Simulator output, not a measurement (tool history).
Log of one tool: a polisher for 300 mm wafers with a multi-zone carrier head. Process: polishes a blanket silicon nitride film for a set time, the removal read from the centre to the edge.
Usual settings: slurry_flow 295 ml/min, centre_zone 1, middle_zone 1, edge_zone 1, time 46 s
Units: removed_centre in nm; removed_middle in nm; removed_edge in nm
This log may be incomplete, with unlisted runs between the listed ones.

| run | day | slurry_flow | centre_zone | middle_zone | edge_zone | time | incoming thickness of the incoming film, nm | removed_centre | removed_middle | removed_edge |
|---|---|---|---|---|---|---|---|---|---|---|
| 1 | 0 | 295 | 1 | 0.9 | 1 | 46 | 928.5 | 141.3 | 129.5 | 143.9 |
| 2 | 0.546 | 295 | 1 | 1.09 | 1 | 46 | 933.5 | 138.4 | 150.7 | 140.8 |
| 3 | 1.362 | 295 | 1 | 1 | 1 | 46 | 905 | 136.8 | 139 | 140.9 |
| 4 | 1.946 | 295 | 1 | 1 | 1 | 46 | 906.9 | 135.2 | 134.2 | 139.5 |
| 5 | 2.658 | 295 | 1 | 1 | 0.94 | 46 | 922.9 | 140.5 | 145.4 | 139.9 |
| 6 | 2.925 | 295 | 1 | 1 | 1 | 46 | 919 | 140.1 | 142.2 | 144.6 |
| 7 | 3.292 | 295 | 1 | 1 | 1 | 46 | 918.5 | 138.3 | 141.9 | 142.9 |
| 8 | 4.029 | 295 | 1 | 1 | 1 | 46 | 922.5 | 138.5 | 138.6 | 142.1 |
| 9 | 4.392 | 295 | 1 | 1 | 1 | 46 | 920.8 | 137 | 140.6 | 138.4 |
| 10 | 4.692 | 295 | 1 | 1 | 1 | 46 | 935 | 136.7 | 139 | 139.6 |
| 11 | 5.062 | 295 | 1 | 1 | 1 | 46 | 933.8 | 138.4 | 138 | 140.1 |
| 12 | 5.492 | 295 | 1 | 1 | 0.9 | 46 | 917.7 | 135.1 | 138.1 | 131.6 |
| 13 | 7.025 | 295 | 1 | 1 | 1 | 46 | 926.8 | 140 | 142 | 142.1 |
| 14 | 7.354 | 345 | 1 | 1.12 | 0.9 | 60 | 924.1 | 183.5 | 203.3 | 180.6 |
| 15 | 7.912 | 295 | 1.07 | 0.92 | 0.93 | 58 | 918.8 | 183.1 | 162 | 172.9 |
| 16 | 8.446 | 295 | 1 | 1 | 1 | 46 | 913.6 | 136.4 | 138.4 | 139.7 |
| 17 | 8.738 | 345 | 1 | 1 | 1 | 57 | 914.8 | 167.7 | 172.2 | 172.5 |
| 18 | 9.379 | 295 | 0.96 | 1 | 1 | 59 | 917.6 | 176.2 | 183.6 | 185.1 |
| 19 | 10.104 | 390 | 1 | 1.07 | 1 | 53 | 935.5 | 165.1 | 177 | 168.4 |
| 20 | 10.571 | 295 | 1 | 1 | 1 | 46 | 928.8 | 136.7 | 139.5 | 140.6 |
| 21 | 11.183 | 295 | 1 | 1 | 1.03 | 39 | 920.6 | 114.3 | 117.5 | 121 |
| 22 | 11.5 | 295 | 1 | 1.03 | 1.09 | 41 | 922.9 | 120.6 | 127 | 127.6 |

Put back what was entered between runs (7 entries, withheld): which listed runs does each sit between, and how does the hidden state differ from the listed run before to the listed run after?
After run 4, before run 5: worn pad replaced by a new one (day 2.533)
  removal rate lost through wear of the pad, %: 4.55 -> 0.396
  difference, measured minus the result without the unlogged condition, removed_centre: -6.4 -> -0.5 nm; removed_middle: -6.4 -> -0.6 nm; removed_edge: -6.7 -> -0.5 nm
After run 7, before run 8: centre zone pressure recalibrated (day 3.983)
  removal rate lost through wear of the pad, %: 1.38 -> 2.53
  difference, measured minus the result without the unlogged condition, removed_centre: -2 -> -3.6 nm; removed_middle: -2 -> -3.6 nm; removed_edge: -2 -> -3.7 nm
After run 9, before run 10: carrier head's membrane replaced by a new one (day 4.671)
  removal rate lost through wear of the pad, %: 3.09 -> 3.56
  difference, measured minus the result without the unlogged condition, removed_centre: -4.3 -> -5.1 nm; removed_middle: -4.4 -> -5.2 nm; removed_edge: -4.4 -> -5.2 nm
After run 12, before run 13: edge zone pressure recalibrated (day 5.988); worn pad replaced by a new one (day 6.042)
  removal rate lost through wear of the pad, %: 4.8 -> 2
  difference, measured minus the result without the unlogged condition, removed_centre: -6.8 -> -2.9 nm; removed_middle: -7 -> -2.9 nm; removed_edge: -6.7 -> -2.9 nm
After run 13, before run 14: slurry nozzle cleaned (day 7.175)
  removal rate lost through wear of the pad, %: 2 -> 2.51
  difference, measured minus the result without the unlogged condition, removed_centre: -2.9 -> -4.7 nm; removed_middle: -2.9 -> -5.3 nm; removed_edge: -2.9 -> -4.6 nm
After run 17, before run 18: worn pad replaced by a new one (day 8.917)
  removal rate lost through wear of the pad, %: 4.66 -> 1.12
  difference, measured minus the result without the unlogged condition, removed_centre: -8.2 -> -2 nm; removed_middle: -8.4 -> -2.1 nm; removed_edge: -8.4 -> -2.1 nm

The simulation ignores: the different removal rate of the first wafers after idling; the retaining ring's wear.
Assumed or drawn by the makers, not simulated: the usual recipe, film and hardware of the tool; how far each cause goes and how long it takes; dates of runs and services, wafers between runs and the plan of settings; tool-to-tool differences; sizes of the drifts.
